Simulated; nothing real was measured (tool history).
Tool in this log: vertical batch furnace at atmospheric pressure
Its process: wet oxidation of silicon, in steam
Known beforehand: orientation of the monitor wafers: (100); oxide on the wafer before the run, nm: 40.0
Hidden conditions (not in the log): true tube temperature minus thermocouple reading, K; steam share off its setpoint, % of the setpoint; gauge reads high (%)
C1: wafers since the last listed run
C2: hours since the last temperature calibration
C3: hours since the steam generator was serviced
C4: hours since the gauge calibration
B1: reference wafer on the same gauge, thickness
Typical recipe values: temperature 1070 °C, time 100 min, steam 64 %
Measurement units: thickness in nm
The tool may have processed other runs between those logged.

Run 1, day 0: usual settings but temperature 1090 °C, time 84 min; C1 0; C2 3063.7; C3 3947.9; C4 120.9; B1 652.77. Result: thickness 635.36 nm.
Run 2, day 0.429: usual settings but temperature 1090 °C, time 84 min; C1 157; C2 3074; C3 3958.2; C4 131.2; B1 652.83. Result: thickness 636.28 nm.
Run 3, day 0.85: usual settings; C1 153; C2 3084.1; C3 3968.3; C4 141.3; B1 653.08. Result: thickness 647.15 nm.
Run 4, day 1.688: usual settings; C1 306; C2 3104.2; C3 3988.4; C4 161.4; B1 652.83. Result: thickness 648.65 nm.
Run 5, day 2.446: usual settings; C1 277; C2 3122.4; C3 4006.6; C4 179.6; B1 653.04. Result: thickness 647.31 nm.
Run 6, day 3.029: usual settings but temperature 1077 °C; C1 213; C2 3136.4; C3 4020.6; C4 193.6; B1 653.3. Result: thickness 664.81 nm.
Run 7, day 3.617: usual settings but temperature 1077 °C; C1 214; C2 3150.5; C3 4034.7; C4 207.7; B1 652.86. Result: thickness 667.29 nm.
Run 8, day 4.038: usual settings but temperature 1077 °C; C1 153; C2 3160.6; C3 4044.8; C4 217.8; B1 653.56. Result: thickness 666.11 nm.
At day 6.083: gauge calibrated.
At day 6.388: thermocouples replaced and temperature profile calibrated.
Run 9, day 6.408: usual settings but temperature 1077 °C; C1 501; C2 0.5; C3 4101.7; C4 7.8; B1 652.79. Result: thickness 667.69 nm.
Run 10, day 7.017: usual settings but temperature 1049 °C, time 81.5 min, steam 60 %; C1 222; C2 15.1; C3 4116.3; C4 22.4; B1 652.93. Result: thickness 502.16 nm.
Run 11, day 7.729: usual settings; C1 260; C2 32.2; C3 4133.4; C4 39.5; B1 652.94. Result: thickness 649.4 nm.
At day 9.292: steam generator serviced.
Run 12, day 9.312: usual settings but temperature 1050 °C; C1 213; C2 70.2; C3 0.5; C4 77.5; B1 653.1. Result: thickness 593.07 nm.
Run 13, day 9.533: usual settings but temperature 1090 °C, steam 61 %; C1 80; C2 75.5; C3 5.8; C4 82.8; B1 653.18. Result: thickness 683.24 nm.
Run 14, day 10.304: usual settings but steam 76 %; C1 282; C2 94; C3 24.3; C4 101.3; B1 653.15. Result: thickness 714.16 nm.
Run 15, day 11.217: usual settings but temperature 1091 °C, steam 70 %; C1 333; C2 115.9; C3 46.2; C4 123.2; B1 652.96. Result: thickness 741.97 nm.
Run 16, day 11.567: usual settings but temperature 1086 °C, time 139.5 min, steam 74 %; C1 128; C2 124.3; C3 54.6; C4 131.6; B1 652.7. Result: thickness 898.98 nm.
Run 17, day 13.204: usual settings; C1 599; C2 163.6; C3 93.9; C4 170.9; B1 652.86. Result: thickness 650.11 nm.

The tool's hidden state at each run:
true tube temperature minus thermocouple reading, K: 0, the same for each run
steam share off its setpoint, % of the setpoint: 0, the same for each run
gauge reads high (%): 0, the same for each run
